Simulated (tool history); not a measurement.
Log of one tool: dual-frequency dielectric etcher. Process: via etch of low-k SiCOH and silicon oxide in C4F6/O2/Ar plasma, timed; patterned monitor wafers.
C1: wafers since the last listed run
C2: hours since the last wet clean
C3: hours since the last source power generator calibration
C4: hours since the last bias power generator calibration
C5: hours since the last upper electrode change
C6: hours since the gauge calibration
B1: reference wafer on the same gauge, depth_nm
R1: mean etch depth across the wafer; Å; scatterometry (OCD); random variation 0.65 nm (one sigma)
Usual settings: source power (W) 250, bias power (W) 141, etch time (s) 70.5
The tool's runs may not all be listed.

run 1 day=0 | source_power_(W)=250 bias_power_(W)=141 etch_time_(s)=70.5 | C1=0 C2=97.4 C3=1761.7 C4=1856.3 C5=2912.4 C6=468.5 | B1=137 | R1=1406
run 2 day=0.317 | source_power_(W)=250 bias_power_(W)=141 etch_time_(s)=70.5 | C1=57 C2=105 C3=1769.3 C4=1863.9 C5=2920 C6=476.1 | B1=136.9 | R1=1404
run 3 day=0.983 | source_power_(W)=250 bias_power_(W)=141 etch_time_(s)=70.5 | C1=120 C2=121 C3=1785.3 C4=1879.9 C5=2936 C6=492.1 | B1=136.9 | R1=1399
run 4 day=1.392 | source_power_(W)=250 bias_power_(W)=141 etch_time_(s)=70.5 | C1=73 C2=130.8 C3=1795.1 C4=1889.7 C5=2945.8 C6=501.9 | B1=136.9 | R1=1398
run 5 day=1.933 | source_power_(W)=250 bias_power_(W)=141 etch_time_(s)=70.5 | C1=98 C2=143.8 C3=1808.1 C4=1902.7 C5=2958.8 C6=514.9 | B1=136.9 | R1=1393
run 6 day=2.583 | source_power_(W)=250 bias_power_(W)=141 etch_time_(s)=70.5 | C1=117 C2=159.4 C3=1823.7 C4=1918.3 C5=2974.4 C6=530.5 | B1=136.8 | R1=1393
run 7 day=2.908 | source_power_(W)=250 bias_power_(W)=141 etch_time_(s)=70.5 | C1=58 C2=167.2 C3=1831.5 C4=1926.1 C5=2982.2 C6=538.3 | B1=137.1 | R1=1393
run 8 day=3.317 | source_power_(W)=250 bias_power_(W)=132 etch_time_(s)=70.5 | C1=73 C2=177 C3=1841.3 C4=1935.9 C5=2992 C6=548.1 | B1=137 | R1=1368
run 9 day=3.596 | source_power_(W)=250 bias_power_(W)=132 etch_time_(s)=70.5 | C1=50 C2=183.7 C3=1848 C4=1942.6 C5=2998.7 C6=554.8 | B1=137 | R1=1363
-- day=3.812 bias power generator calibrated
run 10 day=3.867 | source_power_(W)=250 bias_power_(W)=132 etch_time_(s)=70.5 | C1=18 C2=190.2 C3=1854.5 C4=1.3 C5=3005.2 C6=561.3 | B1=137 | R1=1366
run 11 day=4.588 | source_power_(W)=250 bias_power_(W)=141 etch_time_(s)=70.5 | C1=130 C2=207.5 C3=1871.8 C4=18.6 C5=3022.5 C6=578.6 | B1=136.8 | R1=1395
run 12 day=5.271 | source_power_(W)=250 bias_power_(W)=153 etch_time_(s)=90 | C1=123 C2=223.9 C3=1888.2 C4=35 C5=3038.9 C6=595 | B1=137 | R1=1822
-- day=5.883 gauge calibrated
run 13 day=6.246 | source_power_(W)=300 bias_power_(W)=141 etch_time_(s)=58.5 | C1=176 C2=247.3 C3=1911.6 C4=58.4 C5=3062.3 C6=8.7 | B1=137 | R1=1214
run 14 day=6.967 | source_power_(W)=250 bias_power_(W)=141 etch_time_(s)=70.5 | C1=130 C2=264.6 C3=1928.9 C4=75.7 C5=3079.6 C6=26 | B1=136.9 | R1=1372
run 15 day=7.683 | source_power_(W)=250 bias_power_(W)=154 etch_time_(s)=75.5 | C1=129 C2=281.8 C3=1946.1 C4=92.9 C5=3096.8 C6=43.2 | B1=137 | R1=1515
run 16 day=7.954 | source_power_(W)=230 bias_power_(W)=120 etch_time_(s)=62 | C1=49 C2=288.3 C3=1952.6 C4=99.4 C5=3103.3 C6=49.7 | B1=136.9 | R1=1119

Run 17 comes next. What will it give?
run 17 day=8.367 | source_power_(W)=250 bias_power_(W)=141 etch_time_(s)=70.5 | C1=74 C2=298.2 C3=1962.5 C4=109.3 C5=3113.2 C6=59.6 | B1=? | R1=?

{"run 17": {"B1": 137, "R1": 1378}}
Without the tool's hidden state the same run would have given R1 1429 Å.
